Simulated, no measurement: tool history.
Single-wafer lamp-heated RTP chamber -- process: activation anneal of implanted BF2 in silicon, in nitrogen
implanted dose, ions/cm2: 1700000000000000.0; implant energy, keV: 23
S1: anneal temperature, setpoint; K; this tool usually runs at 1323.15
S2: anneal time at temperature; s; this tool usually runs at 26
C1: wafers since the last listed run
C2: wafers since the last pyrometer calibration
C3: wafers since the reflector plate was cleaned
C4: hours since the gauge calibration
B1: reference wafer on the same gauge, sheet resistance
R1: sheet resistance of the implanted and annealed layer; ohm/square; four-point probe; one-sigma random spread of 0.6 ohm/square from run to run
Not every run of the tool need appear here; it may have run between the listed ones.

| run | hour | S1 | S2 | C1 | C2 | C3 | C4 | B1 | R1 |
|---|---|---|---|---|---|---|---|---|---|
| 1 | 0.0 | 1323.15 | 26 | 0 | 2717 | 4093 | 41.1 | 103.93 | 101.06 |
| 2 | 102.8 | 1323.15 | 26 | 1543 | 4261 | 5637 | 143.9 | 104.27 | 100.74 |
| 3 | 166.6 | 1323.15 | 26 | 957 | 5219 | 6595 | 207.7 | 103.83 | 100.11 |
| 4 | 273.4 | 1323.15 | 26 | 1603 | 6823 | 8198 | 314.5 | 104.00 | 98.30 |
|  | 281.6 | pyrometer window cleaned and pyrometer calibrated |
| 5 | 327.6 | 1323.15 | 26 | 693 | 691 | 8892 | 368.7 | 104.09 | 102.36 |
| 6 | 375.3 | 1323.15 | 26 | 716 | 1407 | 9608 | 416.4 | 104.00 | 101.29 |
| 7 | 447.3 | 1323.15 | 26 | 1081 | 2488 | 10689 | 488.4 | 104.02 | 102.24 |
| 8 | 534.2 | 1323.15 | 26 | 1304 | 3793 | 11994 | 575.3 | 104.03 | 100.11 |
|  | 641.3 | reflector plate cleaned |
| 9 | 641.8 | 1323.15 | 26 | 1495 | 5288 | 7 | 682.9 | 103.96 | 98.32 |
|  | 711.8 | pyrometer window cleaned and pyrometer calibrated |
| 10 | 727.5 | 1323.15 | 26 | 1166 | 235 | 1174 | 768.6 | 104.04 | 94.75 |
| 11 | 802.3 | 1323.15 | 26 | 1123 | 1358 | 2297 | 843.4 | 104.07 | 93.67 |
| 12 | 905.7 | 1323.15 | 26 | 1552 | 2911 | 3849 | 946.8 | 103.96 | 94.08 |
| 13 | 943.3 | 1323.15 | 38 | 564 | 3475 | 4414 | 984.4 | 104.02 | 87.63 |
|  | 1012.1 | pyrometer window cleaned and pyrometer calibrated, repeated, since the last time left the tool worse |
| 14 | 1021.4 | 1323.15 | 26 | 1052 | 138 | 5466 | 1062.5 | 103.76 | 103.95 |
|  | 1120.5 | gauge calibrated |
| 15 | 1207.7 | 1293.15 | 26 | 2797 | 2936 | 8264 | 87.2 | 104.05 | 124.78 |
| 16 | 1279.3 | 1345.15 | 38 | 1075 | 4011 | 9339 | 158.8 | 103.92 | 80.94 |
| 17 | 1326.2 | 1323.15 | 26 | 704 | 4715 | 10043 | 205.7 | 103.74 | 100.45 |
|  | 1390.7 | pyrometer window cleaned and pyrometer calibrated |
| 18 | 1431.2 | 1343.15 | 26 | 1456 | 608 | 11500 | 310.7 | 103.99 | 88.66 |
| 19 | 1515.4 | 1323.15 | 26 | 1264 | 1872 | 12764 | 394.9 | 103.93 | 102.37 |
| 20 | 1614.6 | 1303.15 | 18 | 1489 | 3362 | 14253 | 494.1 | 103.97 | 122.47 |
| 21 | 1676.4 | 1352.15 | 38 | 927 | 4290 | 15181 | 555.9 | 104.11 | 77.08 |
| 22 | 1722.9 | 1349.15 | 16 | 698 | 4988 | 15880 | 602.4 | 103.86 | 92.37 |
|  | 1731.0 | reflector plate cleaned |
| 23 | 1773.8 | 1295.15 | 21 | 644 | 5632 | 642 | 653.3 | 103.98 | 124.82 |
|  | 1803.7 | pyrometer window cleaned and pyrometer calibrated |
| 24 | 1856.8 | 1333.15 | 12 | 1126 | 796 | 1768 | 736.3 | 103.89 | 111.38 |
| 25 | 1894.3 | 1333.15 | 20 | 563 | 1359 | 2331 | 773.8 | 104.12 | 99.53 |
| 26 | 2030.7 | 1353.15 | 30 | 2048 | 3407 | 4379 | 910.2 | 104.32 | 81.10 |
| 27 | 2071.5 | 1352.15 | 34 | 612 | 4020 | 4992 | 951.0 | 104.00 | 78.94 |

4 ways to go on from here, each from the tool as it stands after run 27. What would each give?
| A | 2071.9 | 1323.15 | 26 | 6 | 4026 | 4998 | 951.4 | ? | ? |
| B | 2071.9 | 1331.15 | 20 | 6 | 4026 | 4998 | 951.4 | ? | ? |
| C | 2071.9 | 1298.15 | 26 | 6 | 4026 | 4998 | 951.4 | ? | ? |
| D | 2071.9 | 1351.15 | 14 | 6 | 4026 | 4998 | 951.4 | ? | ? |

| run | B1 | R1 |
|---|---|---|
| A | 103.84 | 100.99 |
| B | 103.84 | 100.54 |
| C | 103.84 | 119.64 |
| D | 103.84 | 94.51 |
Without the tool's unlogged condition, the same runs would have read:
| run | R1 |
|---|---|
| A | 104.02 |
| B | 103.55 |
| C | 123.35 |
| D | 97.10 |
